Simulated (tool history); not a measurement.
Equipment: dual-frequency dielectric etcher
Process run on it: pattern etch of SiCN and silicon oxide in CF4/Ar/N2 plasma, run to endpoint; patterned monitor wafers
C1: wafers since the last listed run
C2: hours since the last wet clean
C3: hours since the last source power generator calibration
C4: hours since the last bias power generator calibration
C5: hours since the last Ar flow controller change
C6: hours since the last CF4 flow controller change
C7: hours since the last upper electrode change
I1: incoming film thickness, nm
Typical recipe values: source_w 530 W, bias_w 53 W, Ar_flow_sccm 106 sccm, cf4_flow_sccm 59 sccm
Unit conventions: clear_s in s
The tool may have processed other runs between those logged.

run 1 day=0.000 | source_w=530 bias_w=53 Ar_flow_sccm=106 cf4_flow_sccm=64 | C1=0 C2=592.2 C3=2042.2 C4=3058.5 C5=4526.5 C6=528.8 C7=2748.1 | I1=13.43 | clear_s=15.1
-- day=0.767 wet clean of the chamber
run 2 day=2.683 | source_w=530 bias_w=53 Ar_flow_sccm=116 cf4_flow_sccm=59 | C1=751 C2=46.0 C3=2106.6 C4=3122.9 C5=4590.9 C6=593.2 C7=2812.5 | I1=13.57 | clear_s=16.8
run 3 day=4.783 | source_w=530 bias_w=53 Ar_flow_sccm=106 cf4_flow_sccm=59 | C1=823 C2=96.4 C3=2157.0 C4=3173.3 C5=4641.3 C6=643.6 C7=2862.9 | I1=13.54 | clear_s=16.1
run 4 day=9.146 | source_w=530 bias_w=53 Ar_flow_sccm=106 cf4_flow_sccm=59 | C1=1711 C2=201.1 C3=2261.7 C4=3278.0 C5=4746.0 C6=748.3 C7=2967.6 | I1=13.50 | clear_s=16.0
run 5 day=11.208 | source_w=530 bias_w=53 Ar_flow_sccm=106 cf4_flow_sccm=59 | C1=809 C2=250.6 C3=2311.2 C4=3327.5 C5=4795.5 C6=797.8 C7=3017.1 | I1=13.58 | clear_s=15.9
run 6 day=13.662 | source_w=530 bias_w=53 Ar_flow_sccm=106 cf4_flow_sccm=59 | C1=962 C2=309.5 C3=2370.1 C4=3386.4 C5=4854.4 C6=856.7 C7=3076.0 | I1=13.52 | clear_s=15.7
run 7 day=16.454 | source_w=530 bias_w=53 Ar_flow_sccm=106 cf4_flow_sccm=59 | C1=1095 C2=376.5 C3=2437.1 C4=3453.4 C5=4921.4 C6=923.7 C7=3143.0 | I1=13.70 | clear_s=16.1
run 8 day=19.425 | source_w=530 bias_w=53 Ar_flow_sccm=106 cf4_flow_sccm=59 | C1=1165 C2=447.8 C3=2508.4 C4=3524.7 C5=4992.7 C6=995.0 C7=3214.3 | I1=13.63 | clear_s=15.9
run 9 day=21.521 | source_w=530 bias_w=53 Ar_flow_sccm=106 cf4_flow_sccm=59 | C1=822 C2=498.1 C3=2558.7 C4=3575.0 C5=5043.0 C6=1045.3 C7=3264.6 | I1=13.69 | clear_s=15.9
-- day=25.517 wet clean of the chamber
run 10 day=25.538 | source_w=430 bias_w=53 Ar_flow_sccm=106 cf4_flow_sccm=59 | C1=1183 C2=0.5 C3=2655.1 C4=3671.4 C5=5139.4 C6=1141.7 C7=3361.0 | I1=13.60 | clear_s=20.7
run 11 day=28.183 | source_w=530 bias_w=53 Ar_flow_sccm=106 cf4_flow_sccm=59 | C1=1037 C2=64.0 C3=2718.6 C4=3734.9 C5=5202.9 C6=1205.2 C7=3424.5 | I1=13.40 | clear_s=15.9
run 12 day=30.983 | source_w=530 bias_w=53 Ar_flow_sccm=115 cf4_flow_sccm=59 | C1=1098 C2=131.2 C3=2785.8 C4=3802.1 C5=5270.1 C6=1272.4 C7=3491.7 | I1=13.57 | clear_s=16.4
-- day=33.262 Ar flow controller replaced
run 13 day=33.471 | source_w=590 bias_w=59 Ar_flow_sccm=117 cf4_flow_sccm=51 | C1=877 C2=190.9 C3=2845.5 C4=3861.8 C5=5.0 C6=1332.1 C7=3551.4 | I1=13.58 | clear_s=14.7
run 14 day=35.858 | source_w=530 bias_w=53 Ar_flow_sccm=106 cf4_flow_sccm=59 | C1=936 C2=248.2 C3=2902.8 C4=3919.1 C5=62.3 C6=1389.4 C7=3608.7 | I1=13.70 | clear_s=16.0
-- day=38.088 CF4 flow controller replaced
run 15 day=39.521 | source_w=660 bias_w=53 Ar_flow_sccm=106 cf4_flow_sccm=48 | C1=1338 C2=336.1 C3=2990.7 C4=4007.0 C5=150.2 C6=34.4 C7=3696.6 | I1=13.51 | clear_s=12.9
-- day=42.846 upper electrode replaced
run 16 day=43.375 | source_w=530 bias_w=53 Ar_flow_sccm=106 cf4_flow_sccm=59 | C1=1119 C2=428.6 C3=3083.2 C4=4099.5 C5=242.7 C6=126.9 C7=12.7 | I1=13.58 | clear_s=15.6
-- day=45.938 bias power generator calibrated
run 17 day=45.975 | source_w=530 bias_w=53 Ar_flow_sccm=106 cf4_flow_sccm=59 | C1=954 C2=491.0 C3=3145.6 C4=0.9 C5=305.1 C6=189.3 C7=75.1 | I1=13.62 | clear_s=15.7
run 18 day=47.992 | source_w=530 bias_w=45 Ar_flow_sccm=106 cf4_flow_sccm=52 | C1=791 C2=539.4 C3=3194.0 C4=49.3 C5=353.5 C6=237.7 C7=123.5 | I1=13.58 | clear_s=16.8
run 19 day=50.154 | source_w=530 bias_w=53 Ar_flow_sccm=106 cf4_flow_sccm=67 | C1=848 C2=591.3 C3=3245.9 C4=101.2 C5=405.4 C6=289.6 C7=175.4 | I1=13.61 | clear_s=15.0
run 20 day=51.983 | source_w=530 bias_w=44 Ar_flow_sccm=106 cf4_flow_sccm=59 | C1=717 C2=635.2 C3=3289.8 C4=145.1 C5=449.3 C6=333.5 C7=219.3 | I1=13.68 | clear_s=16.5
-- day=53.488 wet clean of the chamber
run 21 day=54.192 | source_w=530 bias_w=53 Ar_flow_sccm=106 cf4_flow_sccm=59 | C1=473 C2=16.9 C3=3342.8 C4=198.1 C5=502.3 C6=386.5 C7=272.3 | I1=13.51 | clear_s=16.2
-- day=55.058 source power generator calibrated
run 22 day=67.296 | source_w=600 bias_w=53 Ar_flow_sccm=127 cf4_flow_sccm=72 | C1=5074 C2=331.4 C3=293.7 C4=512.6 C5=816.8 C6=701.0 C7=586.8 | I1=13.71 | clear_s=14.0
run 23 day=68.979 | source_w=530 bias_w=53 Ar_flow_sccm=106 cf4_flow_sccm=52 | C1=660 C2=371.8 C3=334.1 C4=553.0 C5=857.2 C6=741.4 C7=627.2 | I1=13.66 | clear_s=16.4

4 options for the next run, each taken on its own from the tool as it stands now. Forecast them:
run A day=68.996 | source_w=530 bias_w=53 Ar_flow_sccm=106 cf4_flow_sccm=59 | C1=6 C2=372.2 C3=334.5 C4=553.4 C5=857.6 C6=741.8 C7=627.6 | I1=13.53 | clear_s=?
run B day=68.996 | source_w=530 bias_w=53 Ar_flow_sccm=119 cf4_flow_sccm=52 | C1=6 C2=372.2 C3=334.5 C4=553.4 C5=857.6 C6=741.8 C7=627.6 | I1=13.53 | clear_s=?
run C day=68.996 | source_w=570 bias_w=53 Ar_flow_sccm=84 cf4_flow_sccm=59 | C1=6 C2=372.2 C3=334.5 C4=553.4 C5=857.6 C6=741.8 C7=627.6 | I1=13.53 | clear_s=?
run D day=68.996 | source_w=530 bias_w=46 Ar_flow_sccm=106 cf4_flow_sccm=59 | C1=6 C2=372.2 C3=334.5 C4=553.4 C5=857.6 C6=741.8 C7=627.6 | I1=13.53 | clear_s=?

run=A clear_s=15.6
run=B clear_s=16.6
run=C clear_s=13.4
run=D clear_s=16.3
Had the tool no hidden state, the same runs would have come out as:
run=A clear_s=16.1
run=B clear_s=17.1
run=C clear_s=13.8
run=D clear_s=16.8
